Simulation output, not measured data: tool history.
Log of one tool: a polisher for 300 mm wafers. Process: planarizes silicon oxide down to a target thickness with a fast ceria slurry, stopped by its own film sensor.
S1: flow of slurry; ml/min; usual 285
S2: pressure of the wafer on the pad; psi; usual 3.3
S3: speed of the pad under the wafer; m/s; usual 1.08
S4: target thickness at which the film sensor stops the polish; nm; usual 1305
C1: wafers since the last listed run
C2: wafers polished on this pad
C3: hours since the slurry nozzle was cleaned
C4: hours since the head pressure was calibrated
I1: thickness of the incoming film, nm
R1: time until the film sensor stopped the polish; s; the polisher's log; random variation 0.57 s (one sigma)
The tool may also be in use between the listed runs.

run   hour   S1   S2    S3    S4   C1    C2     C3     C4      I1    R1
  1      0  285  3.3  1.08  1305    0   422  243.2    232  2457.2  59.7
      41.1  -- worn pad replaced by a new one
  2   50.4  285  3.3  1.08  1305  698   139  293.6  282.4  2481.3  60.2
  3     57  285  3.3  1.08  1305   99   238  300.2    289  2474.6  59.6
  4   63.8  285  4.3  1.08  1305  102   341    307  295.8  2431.9  48.7
  5   75.8  285  4.3  1.08  1305  180   522    319  307.8  2459.5  50.2
  6   88.4  285  4.3  1.08  1305  189   711  331.6  320.4  2503.1  51.9
  7   96.5  285    4  1.08  1305  121   833  339.7  328.5  2451.3  53.5
  8    104  285  3.3  1.08  1305  112   946  347.2    336  2499.9  63.1
  9    116  285  3.3  1.08  1305  180  1127  359.2    348  2495.1  63.7
     124.4  -- worn pad replaced by a new one
 10  146.5  285  3.3  1.08  1305  399   332  389.7  378.5  2501.6  59.7
 11  156.9  285  3.3  1.08  1305  156   489  400.1  388.9    2516  62.1
 12  170.5  285  3.3  1.08  1305  204   694  413.7  402.5  2509.1  62.6
 13  178.9  285  3.3  1.08   981  126   820  422.1  410.9  2514.9  78.4
 14  189.5  285  4.3  1.08   919  159   980  432.7  421.5    2457  67.7
     195.6  -- slurry nozzle cleaned
     203.9  -- worn pad replaced by a new one
 15  204.4  285  3.3  1.08  1305  149     7    8.8  436.4  2499.3  59.6
 16    217  285    4   1.2  1305  189   197   21.4    449  2481.6  48.2
 17  231.3  285  3.3  1.34  1305  215   412   35.7  463.3  2495.3  49.2
 18  240.7  285  3.3  1.08  1305  141   554   45.1  472.7  2493.6    60
 19  252.5  285  2.3  1.08  1305  177   731   56.9  484.5    2480  73.4
 20  267.5  285  3.3  1.46  1414  225   957   71.9  499.5  2448.4  41.4
       271  -- head pressure recalibrated
       279  -- worn pad replaced by a new one
 21  280.5  200  3.3  1.08  1705  105    22   84.9    9.5  2442.5  39.1
 22  297.7  255    3  1.18   941  259   281  102.1   26.7    2419  75.4
 23  305.9  285  3.3  0.96  1305  123   404  110.3   34.9  2508.5  70.6
 24  318.2  285  2.3  1.08  1057  185   589  122.6   47.2  2491.5  91.6
 25  331.7  285  3.9  1.08  1305  203   793  136.1   60.7  2486.9  56.5
 26  344.4  285  3.9  1.08  1191  191   984  148.8   73.4  2465.8  62.1

The tool's hidden state at each run:
slurry flow missing at the pad, %: 0 in every run
H1: removal rate lost through wear of the pad, %
H2: deviation of the head's pressure from its setpoint, %
run     H1    H2
  1   2.49  4.51
  2   1.25  5.71
  3   1.77  5.87
  4   2.31  6.03
  5   3.27  6.32
  6   4.27  6.62
  7   4.91  6.82
  8   5.51  6.99
  9   6.46  7.28
 10   1.92  8.01
 11   2.75  8.26
 12   3.83  8.58
 13    4.5  8.79
 14   5.34  9.04
 15   1.42  9.39
 16   2.42   9.7
 17   3.56    10
 18    4.3  10.3
 19   5.24  10.5
 20   6.43  10.9
 21  0.379   1.5
 22   1.75  1.92
 23    2.4  2.11
 24   3.37  2.41
 25   4.45  2.73
 26   5.46  3.03
